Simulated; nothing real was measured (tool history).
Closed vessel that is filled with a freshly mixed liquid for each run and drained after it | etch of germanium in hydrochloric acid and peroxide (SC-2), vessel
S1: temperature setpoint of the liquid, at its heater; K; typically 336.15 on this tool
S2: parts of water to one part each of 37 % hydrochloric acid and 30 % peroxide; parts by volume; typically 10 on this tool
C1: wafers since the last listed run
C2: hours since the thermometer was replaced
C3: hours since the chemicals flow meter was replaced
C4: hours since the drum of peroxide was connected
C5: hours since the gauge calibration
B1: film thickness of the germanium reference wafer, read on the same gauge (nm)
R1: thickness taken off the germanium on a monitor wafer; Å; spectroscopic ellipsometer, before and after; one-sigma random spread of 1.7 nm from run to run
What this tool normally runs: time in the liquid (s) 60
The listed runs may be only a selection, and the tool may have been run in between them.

Run 1, hour 0: usual settings; C1 0; C2 231.2; C3 439.9; C4 1143.5; C5 814.3; B1 99.97. Result: R1 2185.2 Å.
At hour 13.2: new drum of peroxide connected.
Run 2, hour 37.1: usual settings; C1 3687; C2 268.3; C3 477; C4 23.9; C5 851.4; B1 99.96. Result: R1 2198 Å.
Run 3, hour 65.1: usual settings; C1 2860; C2 296.3; C3 505; C4 51.9; C5 879.4; B1 99.99. Result: R1 2187 Å.
At hour 71.7: chemicals flow meter replaced.
Run 4, hour 123.3: usual settings; C1 5842; C2 354.5; C3 51.6; C4 110.1; C5 937.6; B1 99.97. Result: R1 2214.1 Å.
Run 5, hour 195.2: usual settings but S1 341.65 K; C1 7344; C2 426.4; C3 123.5; C4 182; C5 1009.5; B1 99.99. Result: R1 2569 Å.
Run 6, hour 224.9: usual settings but time in the liquid (s) 75; C1 3033; C2 456.1; C3 153.2; C4 211.7; C5 1039.2; B1 100.01. Result: R1 2760.8 Å.
Run 7, hour 260: usual settings but time in the liquid (s) 75; C1 3585; C2 491.2; C3 188.3; C4 246.8; C5 1074.3; B1 100.01. Result: R1 2737 Å.
Run 8, hour 323.2: usual settings but time in the liquid (s) 75; C1 6455; C2 554.4; C3 251.5; C4 310; C5 1137.5; B1 99.99. Result: R1 2772.6 Å.
Run 9, hour 360.9: usual settings; C1 3851; C2 592.1; C3 289.2; C4 347.7; C5 1175.2; B1 99.99. Result: R1 2216.6 Å.
At hour 497.5: gauge calibrated.
Run 10, hour 574.3: usual settings; C1 21798; C2 805.5; C3 502.6; C4 561.1; C5 76.8; B1 99.99. Result: R1 2244.8 Å.
At hour 607.4: chemicals flow meter replaced.
Run 11, hour 618.9: usual settings but S1 330.15 K; C1 4453; C2 850.1; C3 11.5; C4 605.7; C5 121.4; B1 99.98. Result: R1 1876.2 Å.
Run 12, hour 654: usual settings; C1 3585; C2 885.2; C3 46.6; C4 640.8; C5 156.5; B1 100.03. Result: R1 2254 Å.
Run 13, hour 699.4: usual settings; C1 4637; C2 930.6; C3 92; C4 686.2; C5 201.9; B1 100. Result: R1 2278.5 Å.
At hour 762.4: thermometer replaced.
Run 14, hour 783.1: usual settings; C1 8447; C2 20.7; C3 175.7; C4 769.9; C5 285.6; B1 99.99. Result: R1 2160.1 Å.
Run 15, hour 846.9: usual settings but S1 329.65 K, time in the liquid (s) 80; C1 6517; C2 84.5; C3 239.5; C4 833.7; C5 349.4; B1 100.01. Result: R1 2338.6 Å.
Run 16, hour 871.5: usual settings but S2 6.5 parts by volume; C1 2512; C2 109.1; C3 264.1; C4 858.3; C5 374; B1 99.99. Result: R1 2258 Å.
Run 17, hour 922.2: usual settings but S1 343.65 K, S2 14 parts by volume; C1 5178; C2 159.8; C3 314.8; C4 909; C5 424.7; B1 100. Result: R1 2516.9 Å.
Run 18, hour 991.9: usual settings; C1 7119; C2 229.5; C3 384.5; C4 978.7; C5 494.4; B1 100.03. Result: R1 2187.9 Å.
At hour 1039.7: new drum of peroxide connected.
Run 19, hour 1040.4: usual settings but S1 327.15 K, S2 13.5 parts by volume, time in the liquid (s) 75; C1 4852; C2 278; C3 433; C4 0.7; C5 542.9; B1 100. Result: R1 2011 Å.
At hour 1101.1: chemicals flow meter replaced.
Run 20, hour 1107.1: usual settings; C1 6711; C2 344.7; C3 6; C4 67.4; C5 609.6; B1 99.99. Result: R1 2177.6 Å.
Run 21, hour 1164.8: usual settings but S1 329.65 K; C1 5893; C2 402.4; C3 63.7; C4 125.1; C5 667.3; B1 99.96. Result: R1 1796 Å.
Run 22, hour 1205.2: usual settings but S1 333.15 K; C1 4126; C2 442.8; C3 104.1; C4 165.5; C5 707.7; B1 99.95. Result: R1 2008.2 Å.
Run 23, hour 1242.2: usual settings but S2 11.5 parts by volume, time in the liquid (s) 35; C1 3779; C2 479.8; C3 141.1; C4 202.5; C5 744.7; B1 100.02. Result: R1 1258.6 Å.
Run 24, hour 1290.4: usual settings but S2 14.5 parts by volume, time in the liquid (s) 80; C1 4923; C2 528; C3 189.3; C4 250.7; C5 792.9; B1 99.98. Result: R1 2807.9 Å.
Run 25, hour 1322.1: usual settings but S1 328.15 K, S2 12.5 parts by volume, time in the liquid (s) 75; C1 3238; C2 559.7; C3 221; C4 282.4; C5 824.6; B1 99.98. Result: R1 2148.1 Å.
Run 26, hour 1349: usual settings but S1 339.65 K, S2 11.5 parts by volume, time in the liquid (s) 50; C1 2747; C2 586.6; C3 247.9; C4 309.3; C5 851.5; B1 99.99. Result: R1 2016.6 Å.
Run 27, hour 1413.4: usual settings; C1 6578; C2 651; C3 312.3; C4 373.7; C5 915.9; B1 100. Result: R1 2219 Å.
At hour 1531.5: gauge calibrated.
Run 28, hour 1590.5: usual settings but S1 342.65 K; C1 18090; C2 828.1; C3 489.4; C4 550.8; C5 59; B1 99.99. Result: R1 2708.9 Å.
Run 29, hour 1630.4: usual settings but S2 6 parts by volume, time in the liquid (s) 40; C1 4075; C2 868; C3 529.3; C4 590.7; C5 98.9; B1 99.97. Result: R1 1560.3 Å.

Predict each of these 5 candidate next runs independently; none follows another, all start after run 29:
Run A, hour 1631.1: usual settings but S1 339.65 K; C1 71; C2 868.7; C3 530; C4 591.4; C5 99.6; B1 ?. Result: R1 ?.
Run B, hour 1631.1: usual settings but S1 344.15 K; C1 71; C2 868.7; C3 530; C4 591.4; C5 99.6; B1 ?. Result: R1 ?.
Run C, hour 1631.1: usual settings but S1 341.15 K, S2 14.5 parts by volume, time in the liquid (s) 40; C1 71; C2 868.7; C3 530; C4 591.4; C5 99.6; B1 ?. Result: R1 ?.
Run D, hour 1631.1: usual settings but S2 5.5 parts by volume, time in the liquid (s) 40; C1 71; C2 868.7; C3 530; C4 591.4; C5 99.6; B1 ?. Result: R1 ?.
Run E, hour 1631.1: usual settings but S1 333.15 K, S2 14 parts by volume, time in the liquid (s) 50; C1 71; C2 868.7; C3 530; C4 591.4; C5 99.6; B1 ?. Result: R1 ?.

run     B1      R1
  A  99.99  2499.3
  B  99.99  2827.2
  C  99.99  1641.5
  D  99.99  1582.1
  E  99.99  1654.2
The same runs, with their run-to-run variation unchanged, on a tool lacking any hidden condition would have given:
run      R1
  A  2373.3
  B  2688.6
  C  1561.3
  D  1498.5
  E  1568.8

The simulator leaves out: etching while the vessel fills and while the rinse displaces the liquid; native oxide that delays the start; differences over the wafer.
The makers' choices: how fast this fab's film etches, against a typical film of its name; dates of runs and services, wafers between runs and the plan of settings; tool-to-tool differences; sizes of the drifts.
